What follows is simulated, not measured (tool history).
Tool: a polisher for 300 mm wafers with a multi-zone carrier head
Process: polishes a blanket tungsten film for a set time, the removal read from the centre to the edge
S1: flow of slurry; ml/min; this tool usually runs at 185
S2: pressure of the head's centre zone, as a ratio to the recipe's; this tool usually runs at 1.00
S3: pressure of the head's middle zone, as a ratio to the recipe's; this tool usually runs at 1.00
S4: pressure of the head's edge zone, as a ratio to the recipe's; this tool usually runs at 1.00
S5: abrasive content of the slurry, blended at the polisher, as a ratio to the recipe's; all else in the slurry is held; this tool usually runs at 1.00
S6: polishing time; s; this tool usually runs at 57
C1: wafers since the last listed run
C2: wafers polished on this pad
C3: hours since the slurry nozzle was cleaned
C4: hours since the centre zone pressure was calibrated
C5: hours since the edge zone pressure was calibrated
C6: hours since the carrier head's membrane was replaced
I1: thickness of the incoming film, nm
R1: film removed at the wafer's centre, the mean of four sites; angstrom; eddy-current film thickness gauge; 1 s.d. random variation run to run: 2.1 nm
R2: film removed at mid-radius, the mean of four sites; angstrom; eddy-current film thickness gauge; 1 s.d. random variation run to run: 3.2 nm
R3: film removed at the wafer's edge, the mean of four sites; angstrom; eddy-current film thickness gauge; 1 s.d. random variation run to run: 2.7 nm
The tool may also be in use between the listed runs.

{"run": 1, "day": 0.0, "S1": 185, "S2": 1.0, "S3": 1.06, "S4": 1.07, "S5": 1.0, "S6": 57, "C1": 0, "C2": 4, "C3": 232.7, "C4": 316.3, "C5": 62.6, "C6": 1002.9, "I1": 1072.1, "R1": 2237, "R2": 2368, "R3": 2308}
{"run": 2, "day": 1.971, "S1": 185, "S2": 1.0, "S3": 1.0, "S4": 1.0, "S5": 1.0, "S6": 57, "C1": 410, "C2": 414, "C3": 280.0, "C4": 363.6, "C5": 109.9, "C6": 1050.2, "I1": 1085.9, "R1": 2187, "R2": 2228, "R3": 2205}
{"day": 4.354, "done": "centre zone pressure recalibrated"}
{"run": 3, "day": 4.725, "S1": 185, "S2": 1.0, "S3": 1.0, "S4": 1.0, "S5": 1.0, "S6": 57, "C1": 555, "C2": 969, "C3": 346.1, "C4": 8.9, "C5": 176.0, "C6": 1116.3, "I1": 1059.9, "R1": 2113, "R2": 2151, "R3": 2158}
{"run": 4, "day": 7.95, "S1": 185, "S2": 1.0, "S3": 1.0, "S4": 1.0, "S5": 1.0, "S6": 57, "C1": 670, "C2": 1640, "C3": 423.5, "C4": 86.3, "C5": 253.4, "C6": 1193.7, "I1": 1064.7, "R1": 2072, "R2": 2066, "R3": 2033}
{"run": 5, "day": 9.912, "S1": 185, "S2": 1.0, "S3": 1.0, "S4": 1.0, "S5": 1.0, "S6": 57, "C1": 408, "C2": 2048, "C3": 470.6, "C4": 133.4, "C5": 300.5, "C6": 1240.8, "I1": 1052.5, "R1": 2018, "R2": 2068, "R3": 2019}
{"day": 16.183, "done": "worn pad replaced by a new one"}
{"run": 6, "day": 19.342, "S1": 185, "S2": 1.0, "S3": 1.0, "S4": 1.0, "S5": 1.0, "S6": 57, "C1": 1926, "C2": 657, "C3": 696.9, "C4": 359.7, "C5": 526.8, "C6": 1467.1, "I1": 1069.7, "R1": 2193, "R2": 2247, "R3": 2186}
{"day": 25.196, "done": "edge zone pressure recalibrated"}
{"day": 26.746, "done": "centre zone pressure recalibrated"}
{"day": 26.85, "done": "slurry nozzle cleaned"}
{"day": 32.167, "done": "worn pad replaced by a new one"}
{"run": 7, "day": 32.35, "S1": 185, "S2": 1.0, "S3": 1.0, "S4": 1.0, "S5": 1.0, "S6": 57, "C1": 2628, "C2": 37, "C3": 132.0, "C4": 134.5, "C5": 171.7, "C6": 1779.3, "I1": 1071.1, "R1": 2286, "R2": 2294, "R3": 2260}
{"day": 34.404, "done": "carrier head's membrane replaced by a new one"}
{"run": 8, "day": 39.558, "S1": 185, "S2": 1.0, "S3": 1.0, "S4": 1.0, "S5": 1.0, "S6": 57, "C1": 1456, "C2": 1493, "C3": 305.0, "C4": 307.5, "C5": 344.7, "C6": 123.7, "I1": 1075.2, "R1": 2108, "R2": 2117, "R3": 2113}
{"run": 9, "day": 42.058, "S1": 185, "S2": 0.94, "S3": 1.0, "S4": 1.04, "S5": 1.0, "S6": 57, "C1": 520, "C2": 2014, "C3": 365.0, "C4": 367.5, "C5": 404.7, "C6": 183.7, "I1": 1057.2, "R1": 1937, "R2": 2113, "R3": 2106}
{"run": 10, "day": 44.704, "S1": 185, "S2": 0.94, "S3": 1.0, "S4": 1.04, "S5": 1.0, "S6": 57, "C1": 550, "C2": 2564, "C3": 428.5, "C4": 431.0, "C5": 468.2, "C6": 247.2, "I1": 1085.9, "R1": 1903, "R2": 2099, "R3": 2077}
{"day": 46.862, "done": "centre zone pressure recalibrated"}
{"run": 11, "day": 48.683, "S1": 185, "S2": 1.0, "S3": 1.0, "S4": 1.0, "S5": 1.15, "S6": 46, "C1": 810, "C2": 3374, "C3": 524.0, "C4": 43.7, "C5": 563.7, "C6": 342.7, "I1": 1084.5, "R1": 1732, "R2": 1739, "R3": 1695}
{"day": 51.454, "done": "worn pad replaced by a new one"}
{"run": 12, "day": 51.692, "S1": 155, "S2": 1.0, "S3": 1.0, "S4": 1.0, "S5": 0.8, "S6": 76, "C1": 591, "C2": 49, "C3": 596.2, "C4": 115.9, "C5": 635.9, "C6": 414.9, "I1": 1067.4, "R1": 2673, "R2": 2770, "R3": 2721}
{"day": 54.446, "done": "edge zone pressure recalibrated"}
{"run": 13, "day": 54.633, "S1": 185, "S2": 1.08, "S3": 1.0, "S4": 1.05, "S5": 1.15, "S6": 71, "C1": 594, "C2": 644, "C3": 666.8, "C4": 186.5, "C5": 4.5, "C6": 485.5, "I1": 1061.1, "R1": 3012, "R2": 2759, "R3": 2840}
{"day": 56.442, "done": "slurry nozzle cleaned"}
{"run": 14, "day": 57.338, "S1": 140, "S2": 1.0, "S3": 1.0, "S4": 1.0, "S5": 0.8, "S6": 57, "C1": 553, "C2": 1198, "C3": 21.5, "C4": 251.4, "C5": 69.4, "C6": 550.4, "I1": 1069.5, "R1": 1855, "R2": 1891, "R3": 1899}
{"run": 15, "day": 61.275, "S1": 185, "S2": 1.0, "S3": 1.0, "S4": 1.0, "S5": 1.0, "S6": 57, "C1": 819, "C2": 2017, "C3": 116.0, "C4": 345.9, "C5": 163.9, "C6": 644.9, "I1": 1091.4, "R1": 2061, "R2": 1998, "R3": 1991}
{"run": 16, "day": 64.679, "S1": 185, "S2": 1.0, "S3": 1.0, "S4": 0.94, "S5": 1.0, "S6": 57, "C1": 708, "C2": 2725, "C3": 197.7, "C4": 427.6, "C5": 245.6, "C6": 726.6, "I1": 1090.2, "R1": 1994, "R2": 2041, "R3": 1951}
{"day": 65.346, "done": "centre zone pressure recalibrated"}
{"run": 17, "day": 68.158, "S1": 185, "S2": 1.0, "S3": 1.0, "S4": 1.0, "S5": 1.0, "S6": 57, "C1": 706, "C2": 3431, "C3": 281.2, "C4": 67.5, "C5": 329.1, "C6": 810.1, "I1": 1085.0, "R1": 2016, "R2": 2048, "R3": 1965}
{"day": 68.604, "done": "worn pad replaced by a new one"}
{"run": 18, "day": 71.008, "S1": 185, "S2": 1.0, "S3": 1.06, "S4": 1.07, "S5": 1.0, "S6": 57, "C1": 558, "C2": 500, "C3": 349.6, "C4": 135.9, "C5": 397.5, "C6": 878.5, "I1": 1065.0, "R1": 2196, "R2": 2343, "R3": 2284}
{"run": 19, "day": 74.838, "S1": 185, "S2": 1.0, "S3": 1.0, "S4": 1.0, "S5": 1.0, "S6": 57, "C1": 796, "C2": 1296, "C3": 441.5, "C4": 227.8, "C5": 489.4, "C6": 970.4, "I1": 1072.2, "R1": 2141, "R2": 2156, "R3": 2130}
{"run": 20, "day": 77.692, "S1": 185, "S2": 1.0, "S3": 1.0, "S4": 1.0, "S5": 1.0, "S6": 57, "C1": 593, "C2": 1890, "C3": 510.0, "C4": 296.3, "C5": 557.9, "C6": 1038.9, "I1": 1072.1, "R1": 2076, "R2": 2105, "R3": 2086}
{"day": 80.1, "done": "edge zone pressure recalibrated"}
{"run": 21, "day": 80.838, "S1": 125, "S2": 1.0, "S3": 1.0, "S4": 1.0, "S5": 0.7, "S6": 57, "C1": 637, "C2": 2527, "C3": 585.5, "C4": 371.8, "C5": 17.7, "C6": 1114.4, "I1": 1046.6, "R1": 1710, "R2": 1782, "R3": 1725}
{"run": 22, "day": 83.958, "S1": 135, "S2": 1.1, "S3": 1.0, "S4": 1.0, "S5": 1.0, "S6": 57, "C1": 649, "C2": 3176, "C3": 660.4, "C4": 446.7, "C5": 92.6, "C6": 1189.3, "I1": 1082.2, "R1": 2148, "R2": 1967, "R3": 1948}

Difference, measured minus no-hidden-state, one row per run. Run-to-run variation is common to both terms; the gauge's own scatter need not be:
The tool's hidden condition here consists of: removal rate lost through wear of the pad, %; slurry flow missing at the pad, %; deviation of the centre zone's pressure from its setpoint, %; deviation of the edge zone's pressure from its setpoint, %.
run=1 R1=-43 R2=-45 R3=-44
run=2 R1=-118 R2=-120 R3=-118
run=3 R1=-188 R2=-191 R3=-192
run=4 R1=-239 R2=-239 R3=-235
run=5 R1=-255 R2=-262 R3=-256
run=6 R1=-120 R2=-123 R3=-120
run=7 R1=-29 R2=-29 R3=-29
run=8 R1=-212 R2=-212 R3=-212
run=9 R1=-222 R2=-242 R3=-241
run=10 R1=-237 R2=-262 R3=-260
run=11 R1=-232 R2=-233 R3=-227
run=12 R1=-85 R2=-88 R3=-87
run=13 R1=-239 R2=-220 R3=-226
run=14 R1=-203 R2=-206 R3=-208
run=15 R1=-281 R2=-272 R3=-271
run=16 R1=-297 R2=-304 R3=-291
run=17 R1=-316 R2=-321 R3=-308
run=18 R1=-93 R2=-100 R3=-98
run=19 R1=-181 R2=-182 R3=-179
run=20 R1=-213 R2=-216 R3=-214
run=21 R1=-199 R2=-206 R3=-199
run=22 R1=-266 R2=-244 R3=-241

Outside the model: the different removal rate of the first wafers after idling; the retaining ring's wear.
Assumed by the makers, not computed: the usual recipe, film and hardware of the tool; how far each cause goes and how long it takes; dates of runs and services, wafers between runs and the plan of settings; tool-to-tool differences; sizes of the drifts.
